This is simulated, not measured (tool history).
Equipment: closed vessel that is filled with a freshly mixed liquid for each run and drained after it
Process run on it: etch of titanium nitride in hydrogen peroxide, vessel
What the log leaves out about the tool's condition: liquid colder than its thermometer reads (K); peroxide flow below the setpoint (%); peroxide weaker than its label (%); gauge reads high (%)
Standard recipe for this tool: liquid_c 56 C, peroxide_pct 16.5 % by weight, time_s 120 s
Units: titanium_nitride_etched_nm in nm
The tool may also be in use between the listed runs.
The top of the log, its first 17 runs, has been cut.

| run | hour | liquid_c | peroxide_pct | time_s | wafers since the last listed run | hours since the thermometer was replaced | hours since the peroxide flow meter was replaced | hours since the drum of peroxide was connected | hours since the gauge calibration | read-back film thickness of the titanium nitride reference wafer, read on the same gauge (nm) | titanium_nitride_etched_nm |
|---|---|---|---|---|---|---|---|---|---|---|---|
|  | 1009.3 | new drum of peroxide connected |
| 18 | 1009.8 | 56 | 12.5 | 120 | 6532 | 619.5 | 855.8 | 0.5 | 791 | 140.022 | 3.608 |
| 19 | 1052 | 50.5 | 13 | 80 | 4368 | 661.7 | 898 | 42.7 | 833.2 | 140.001 | 1.635 |
|  | 1075.1 | peroxide flow meter replaced |
| 20 | 1093.6 | 56 | 16.5 | 120 | 4203 | 703.3 | 18.5 | 84.3 | 874.8 | 139.964 | 3.827 |
| 21 | 1136.9 | 56 | 14 | 120 | 4482 | 746.6 | 61.8 | 127.6 | 918.1 | 139.973 | 3.728 |
| 22 | 1187.9 | 65 | 13.5 | 150 | 5279 | 797.6 | 112.8 | 178.6 | 969.1 | 139.977 | 8.291 |
| 23 | 1254.3 | 46 | 16.5 | 120 | 6874 | 864 | 179.2 | 245 | 1035.5 | 139.999 | 1.85 |
| 24 | 1292.7 | 62 | 14 | 85 | 3975 | 902.4 | 217.6 | 283.4 | 1073.9 | 140.015 | 3.865 |
| 25 | 1338 | 56 | 16.5 | 155 | 4689 | 947.7 | 262.9 | 328.7 | 1119.2 | 140.021 | 4.876 |
| 26 | 1400.2 | 56 | 16.5 | 120 | 6439 | 1009.9 | 325.1 | 390.9 | 1181.4 | 139.989 | 3.741 |
|  | 1408 | gauge calibrated |
| 27 | 1433.6 | 56 | 16.5 | 120 | 3457 | 1043.3 | 358.5 | 424.3 | 25.6 | 140.028 | 3.761 |
| 28 | 1503 | 56 | 16.5 | 120 | 7184 | 1112.7 | 427.9 | 493.7 | 95 | 140.01 | 3.761 |
|  | 1532.5 | new drum of peroxide connected |
| 29 | 1574.8 | 56 | 18 | 120 | 7329 | 1184.5 | 499.7 | 42.3 | 166.8 | 140.015 | 3.873 |
| 30 | 1680.7 | 59.5 | 19 | 175 | 10963 | 1290.4 | 605.6 | 148.2 | 272.7 | 139.98 | 7.162 |

Consider 3 possible next runs. They are alternatives, not a sequence: every one starts from the tool as it was left by run 30. What does each give?
| A | 1681.4 | 56 | 16.5 | 120 | 72 | 1291.1 | 606.3 | 148.9 | 273.4 | ? | ? |
| B | 1681.4 | 62.5 | 20.5 | 170 | 72 | 1291.1 | 606.3 | 148.9 | 273.4 | ? | ? |
| C | 1681.4 | 51 | 16.5 | 155 | 72 | 1291.1 | 606.3 | 148.9 | 273.4 | ? | ? |

| run | read-back film thickness of the titanium nitride reference wafer, read on the same gauge (nm) | titanium_nitride_etched_nm |
|---|---|---|
| A | 139.997 | 3.744 |
| B | 139.997 | 8.677 |
| C | 139.997 | 3.39 |
Take away the tool's hidden state, keep each run's random variation, and the runs would have read:
| run | titanium_nitride_etched_nm |
|---|---|
| A | 3.962 |
| B | 9.161 |
| C | 3.593 |

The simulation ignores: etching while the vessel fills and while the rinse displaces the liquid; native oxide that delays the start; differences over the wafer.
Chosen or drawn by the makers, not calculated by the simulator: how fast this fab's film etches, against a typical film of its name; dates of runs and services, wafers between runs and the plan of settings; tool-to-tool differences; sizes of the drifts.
